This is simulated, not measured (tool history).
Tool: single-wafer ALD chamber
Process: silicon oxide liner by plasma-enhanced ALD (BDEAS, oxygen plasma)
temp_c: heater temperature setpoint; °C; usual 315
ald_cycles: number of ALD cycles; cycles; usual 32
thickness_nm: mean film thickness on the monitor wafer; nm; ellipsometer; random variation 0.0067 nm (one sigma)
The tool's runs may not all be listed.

| run | hour | temp_c | ald_cycles | wafers since the last listed run | hours since the last thermocouple change | hours since the gauge calibration | read-back reference wafer on the same gauge, thickness_nm | thickness_nm |
|---|---|---|---|---|---|---|---|---|
| 1 | 0 | 310 | 32 | 0 | 543.5 | 402.7 | 3.058 | 2.71 |
| 2 | 60.3 | 310 | 32 | 369 | 603.8 | 463 | 3.059 | 2.717 |
| 3 | 164 | 310 | 32 | 635 | 707.5 | 566.7 | 3.06 | 2.721 |
| 4 | 263.6 | 315 | 32 | 610 | 807.1 | 666.3 | 3.06 | 2.694 |
| 5 | 322.5 | 315 | 32 | 360 | 866 | 725.2 | 3.066 | 2.695 |
| 6 | 397 | 311 | 32 | 456 | 940.5 | 799.7 | 3.065 | 2.717 |
| 7 | 478.3 | 311 | 32 | 498 | 1021.8 | 881 | 3.071 | 2.719 |
| 8 | 562.7 | 311 | 32 | 517 | 1106.2 | 965.4 | 3.07 | 2.72 |
| 9 | 734.5 | 315 | 33 | 1052 | 1278 | 1137.2 | 3.078 | 2.793 |
| 10 | 838.5 | 315 | 32 | 637 | 1382 | 1241.2 | 3.085 | 2.709 |
| 11 | 918.2 | 315 | 32 | 488 | 1461.7 | 1320.9 | 3.086 | 2.728 |
| 12 | 997.6 | 315 | 32 | 486 | 1541.1 | 1400.3 | 3.091 | 2.721 |
| 13 | 1051.4 | 315 | 32 | 329 | 1594.9 | 1454.1 | 3.091 | 2.733 |
| 14 | 1096.4 | 322 | 32 | 275 | 1639.9 | 1499.1 | 3.092 | 2.701 |
| 15 | 1153.4 | 322 | 32 | 349 | 1696.9 | 1556.1 | 3.095 | 2.694 |
|  | 1194.9 | gauge calibrated |
| 16 | 1366.8 | 322 | 32 | 1307 | 1910.3 | 171.9 | 3.056 | 2.669 |
| 17 | 1406.4 | 315 | 32 | 242 | 1949.9 | 211.5 | 3.058 | 2.694 |
| 18 | 1472.2 | 315 | 32 | 403 | 2015.7 | 277.3 | 3.056 | 2.694 |
| 19 | 1547.4 | 308 | 36 | 460 | 2090.9 | 352.5 | 3.058 | 3.069 |
| 20 | 1629.1 | 315 | 30 | 500 | 2172.6 | 434.2 | 3.065 | 2.538 |
|  | 1671.4 | thermocouple changed; heater temperature recalibrated |
| 21 | 1696.3 | 315 | 32 | 362 | 24.9 | 501.4 | 3.062 | 2.686 |
| 22 | 1792.8 | 306 | 37 | 591 | 121.4 | 597.9 | 3.064 | 3.154 |
| 23 | 1882.6 | 327 | 29 | 550 | 211.2 | 687.7 | 3.07 | 2.41 |
| 24 | 1964.2 | 309 | 30 | 499 | 292.8 | 769.3 | 3.069 | 2.549 |
| 25 | 2040.3 | 315 | 32 | 466 | 368.9 | 845.4 | 3.069 | 2.702 |
| 26 | 2132.4 | 309 | 30 | 564 | 461 | 937.5 | 3.07 | 2.555 |
| 27 | 2207.3 | 315 | 32 | 458 | 535.9 | 1012.4 | 3.077 | 2.712 |
| 28 | 2298.2 | 330 | 32 | 556 | 626.8 | 1103.3 | 3.084 | 2.665 |
| 29 | 2372 | 324 | 32 | 452 | 700.6 | 1177.1 | 3.082 | 2.671 |
| 30 | 2415 | 326 | 28 | 263 | 743.6 | 1220.1 | 3.081 | 2.348 |
| 31 | 2494.9 | 315 | 35 | 489 | 823.5 | 1300 | 3.089 | 2.979 |
| 32 | 2562.7 | 315 | 37 | 415 | 891.3 | 1367.8 | 3.089 | 3.144 |
| 33 | 2603.3 | 306 | 26 | 248 | 931.9 | 1408.4 | 3.093 | 2.245 |
| 34 | 2693.4 | 305 | 34 | 552 | 1022 | 1498.5 | 3.093 | 2.939 |
| 35 | 2753.4 | 300 | 34 | 367 | 1082 | 1558.5 | 3.101 | 2.94 |
| 36 | 2797 | 327 | 35 | 267 | 1125.6 | 1602.1 | 3.103 | 2.942 |

The same runs without the tool's hidden state, with the same run-to-run variation:
The hidden state here: wafer temperature above the value expected at the setpoint (K); gauge reads high (%).
| run | thickness_nm |
|---|---|
| 1 | 2.711 |
| 2 | 2.717 |
| 3 | 2.72 |
| 4 | 2.691 |
| 5 | 2.691 |
| 6 | 2.711 |
| 7 | 2.71 |
| 8 | 2.709 |
| 9 | 2.776 |
| 10 | 2.689 |
| 11 | 2.704 |
| 12 | 2.695 |
| 13 | 2.704 |
| 14 | 2.67 |
| 15 | 2.661 |
| 16 | 2.671 |
| 17 | 2.695 |
| 18 | 2.695 |
| 19 | 3.069 |
| 20 | 2.537 |
| 21 | 2.684 |
| 22 | 3.15 |
| 23 | 2.405 |
| 24 | 2.542 |
| 25 | 2.693 |
| 26 | 2.544 |
| 27 | 2.698 |
| 28 | 2.649 |
| 29 | 2.651 |
| 30 | 2.33 |
| 31 | 2.953 |
| 32 | 3.113 |
| 33 | 2.221 |
| 34 | 2.904 |
| 35 | 2.902 |
| 36 | 2.902 |
